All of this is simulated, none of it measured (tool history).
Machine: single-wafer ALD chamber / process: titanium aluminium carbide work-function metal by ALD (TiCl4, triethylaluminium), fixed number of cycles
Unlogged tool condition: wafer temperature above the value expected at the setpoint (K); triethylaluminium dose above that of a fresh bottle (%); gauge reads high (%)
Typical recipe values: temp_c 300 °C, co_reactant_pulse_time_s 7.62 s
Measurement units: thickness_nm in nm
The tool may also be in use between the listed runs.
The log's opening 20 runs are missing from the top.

| run | hour | temp_c | co_reactant_pulse_time_s | wafers since the last listed run | hours since the last thermocouple change | hours since the last triethylaluminium bottle change | hours since the showerhead was replaced | hours since the gauge calibration | read-back reference wafer on the same gauge, thickness_nm | thickness_nm |
|---|---|---|---|---|---|---|---|---|---|---|
| 21 | 516.8 | 300 | 7.62 | 155 | 91.6 | 195.0 | 365.4 | 341.5 | 1.792 | 1.907 |
| 22 | 544.4 | 308 | 6.66 | 226 | 119.2 | 222.6 | 393.0 | 369.1 | 1.790 | 1.919 |
| 23 | 593.8 | 300 | 6.13 | 405 | 168.6 | 272.0 | 442.4 | 418.5 | 1.790 | 1.792 |
|  | 606.1 | thermocouple changed; heater temperature recalibrated, repeated, since the last time left the tool worse |
| 24 | 618.8 | 310 | 5.37 | 139 | 12.7 | 297.0 | 467.4 | 443.5 | 1.788 | 1.841 |
| 25 | 653.3 | 307 | 9.17 | 282 | 47.2 | 331.5 | 501.9 | 478.0 | 1.792 | 2.131 |
| 26 | 686.6 | 300 | 7.62 | 273 | 80.5 | 364.8 | 535.2 | 511.3 | 1.791 | 1.996 |
| 27 | 706.4 | 300 | 6.22 | 162 | 100.3 | 384.6 | 555.0 | 531.1 | 1.793 | 1.879 |
| 28 | 735.7 | 294 | 5.97 | 240 | 129.6 | 413.9 | 584.3 | 560.4 | 1.790 | 1.779 |
| 29 | 751.3 | 292 | 6.00 | 127 | 145.2 | 429.5 | 599.9 | 576.0 | 1.788 | 1.770 |
| 30 | 772.1 | 305 | 6.42 | 170 | 166.0 | 450.3 | 620.7 | 596.8 | 1.786 | 1.927 |
| 31 | 805.1 | 307 | 8.77 | 270 | 199.0 | 483.3 | 653.7 | 629.8 | 1.790 | 2.131 |
| 32 | 825.5 | 312 | 4.99 | 167 | 219.4 | 503.7 | 674.1 | 650.2 | 1.792 | 1.772 |
| 33 | 845.7 | 300 | 7.62 | 165 | 239.6 | 523.9 | 694.3 | 670.4 | 1.789 | 1.971 |

What if the next run were any one of these 4? Each begins from the tool's condition after run 33:
| A | 846.1 | 300 | 7.62 | 3 | 240.0 | 524.3 | 694.7 | 670.8 | ? | ? |
| B | 846.1 | 296 | 6.59 | 3 | 240.0 | 524.3 | 694.7 | 670.8 | ? | ? |
| C | 846.1 | 288 | 5.29 | 3 | 240.0 | 524.3 | 694.7 | 670.8 | ? | ? |
| D | 846.1 | 314 | 5.32 | 3 | 240.0 | 524.3 | 694.7 | 670.8 | ? | ? |

| run | read-back reference wafer on the same gauge, thickness_nm | thickness_nm |
|---|---|---|
| A | 1.789 | 1.984 |
| B | 1.789 | 1.863 |
| C | 1.789 | 1.628 |
| D | 1.789 | 1.857 |
Stripped of hidden state, with their random variation kept, the same runs would have yielded:
| run | thickness_nm |
|---|---|
| A | 1.987 |
| B | 1.866 |
| C | 1.631 |
| D | 1.860 |
